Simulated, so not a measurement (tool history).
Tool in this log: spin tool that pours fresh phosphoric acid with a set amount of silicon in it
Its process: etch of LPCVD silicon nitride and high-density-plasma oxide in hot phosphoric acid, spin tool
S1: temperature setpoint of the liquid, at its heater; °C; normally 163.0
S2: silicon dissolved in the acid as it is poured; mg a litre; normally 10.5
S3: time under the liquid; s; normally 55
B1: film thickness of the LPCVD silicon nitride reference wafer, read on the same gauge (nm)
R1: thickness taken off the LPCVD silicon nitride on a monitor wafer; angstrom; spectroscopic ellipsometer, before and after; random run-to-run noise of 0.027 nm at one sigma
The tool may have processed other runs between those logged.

run   hour     S1    S2  S3      B1    R1
  1    0.0  163.0  10.5  55  130.02  56.3
  2   31.4  163.0  10.5  55  129.98  56.5
  3   62.0  163.0  10.5  55  130.01  56.9
  4   92.3  163.0  10.5  55  130.02  56.7
  5  135.7  163.0  10.5  55  130.01  56.3
     163.7  -- gauge calibrated
  6  170.5  163.0  10.5  55  130.00  55.8
  7  183.5  163.0  10.5  55  129.99  56.1
     192.7  -- thermometer replaced
     195.3  -- dissolved silicon flow meter replaced
     210.6  -- heated supply line repaired
  8  213.1  163.0  10.5  55  130.00  64.3
  9  236.3  163.0  10.5  55  129.99  64.4
 10  252.5  163.0  10.5  55  130.00  63.6
 11  276.4  165.0  10.5  25  129.98  31.1
 12  293.4  165.0   5.5  25  129.99  31.1
 13  309.7  165.5   5.0  30  129.99  37.6
 14  343.5  164.0  10.5  20  130.03  23.9
 15  372.0  165.0  10.5  80  129.97  98.5
 16  385.0  163.0  10.5  55  130.01  63.5
 17  409.6  163.0  10.5  55  130.02  63.7
 18  439.7  161.0  10.5  25  129.99  27.0

Below, some changes in R1 between adjacent runs. For each, the amount present without the hidden state too (settings, incoming material, random variation) and the amount remaining for the hidden state with gauge scatter not shared by both compared results:
What the log doesn't record here: liquid hotter than its thermometer reads (K); dissolved silicon flow below the setpoint (%); temperature lost on the way to the wafer (K); gauge reads high (%).
Run 7 -> 8: thermometer replaced, dissolved silicon flow meter replaced, heated supply line repaired. R1 +8.2 angstrom: hidden state +7.8, all else +0.4.
Run 14 -> 15: S1 164.0 -> 165.0, S3 20 -> 80. R1 +74.6 angstrom: hidden state -1.5, all else +76.1.
